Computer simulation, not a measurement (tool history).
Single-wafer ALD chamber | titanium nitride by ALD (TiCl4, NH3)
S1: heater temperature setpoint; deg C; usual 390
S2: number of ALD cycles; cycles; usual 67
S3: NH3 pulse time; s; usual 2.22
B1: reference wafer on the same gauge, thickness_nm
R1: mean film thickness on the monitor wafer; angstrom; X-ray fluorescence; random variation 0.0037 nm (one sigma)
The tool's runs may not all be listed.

run   hour   S1  S2    S3     B1     R1
  1      0  390  67  2.22  1.739  14.59
  2   16.3  390  67  2.22  1.736  14.64
  3   26.1  390  67  2.22  1.736  14.59
  4   39.7  390  67  2.22  1.736  14.59
  5   50.3  390  67  2.22  1.734  14.57
  6   64.4  390  67  2.22  1.735  14.61
  7   73.8  390  67   2.9  1.734   14.7
  8   83.4  390  67   2.9  1.735  14.71
  9   92.2  390  67  2.22  1.731  14.64
 10  103.3  390  67  2.22  1.734  14.59
     110.3  -- gauge calibrated
       127  -- showerhead replaced
     141.2  -- thermocouple changed; heater temperature recalibrated
 11  144.4  390  67  2.22  1.749   14.7
 12  154.8  379  60  2.22  1.747     13
 13  174.9  379  60  2.22  1.748  13.01
 14  185.5  379  60  2.22  1.747  12.97
 15  196.7  390  67  1.65  1.746  14.52
 16  211.5  390  67  2.22  1.744  14.73
 17  224.4  394  57  2.82  1.745  12.61
 18    232  380  67  1.77  1.744  14.42
 19  239.7  381  61  2.75  1.743  13.34
 20  248.9  390  67  2.22  1.743  14.69
 21  259.8  390  67  2.22  1.742  14.68
 22  271.5  390  67  2.22  1.742  14.62
 23    285  380  67  1.48  1.739  14.21
 24  294.4  390  67  2.22  1.739  14.62
 25  307.8  401  56  2.22  1.738  12.36
 26    321  390  67  2.22  1.739  14.69
 27  336.4  390  61   2.5  1.737  13.39
 28  348.3  400  67  2.22  1.737  14.73

Forecast each of these 5 alternatives for the next run:
  A  348.9  390  67  2.22   ?   ?
  B  348.9  403  59  2.22   ?   ?
  C  348.9  395  59  2.88   ?   ?
  D  348.9  383  60  2.49   ?   ?
  E  348.9  398  56  1.71   ?   ?

run     B1     R1
  A  1.738  14.69
  B  1.738  13.06
  C  1.738  13.11
  D  1.738  13.13
  E  1.738  12.26
Without the tool's hidden state the same runs would have given:
run     R1
  A   14.8
  B  13.16
  C  13.21
  D  13.23
  E  12.35

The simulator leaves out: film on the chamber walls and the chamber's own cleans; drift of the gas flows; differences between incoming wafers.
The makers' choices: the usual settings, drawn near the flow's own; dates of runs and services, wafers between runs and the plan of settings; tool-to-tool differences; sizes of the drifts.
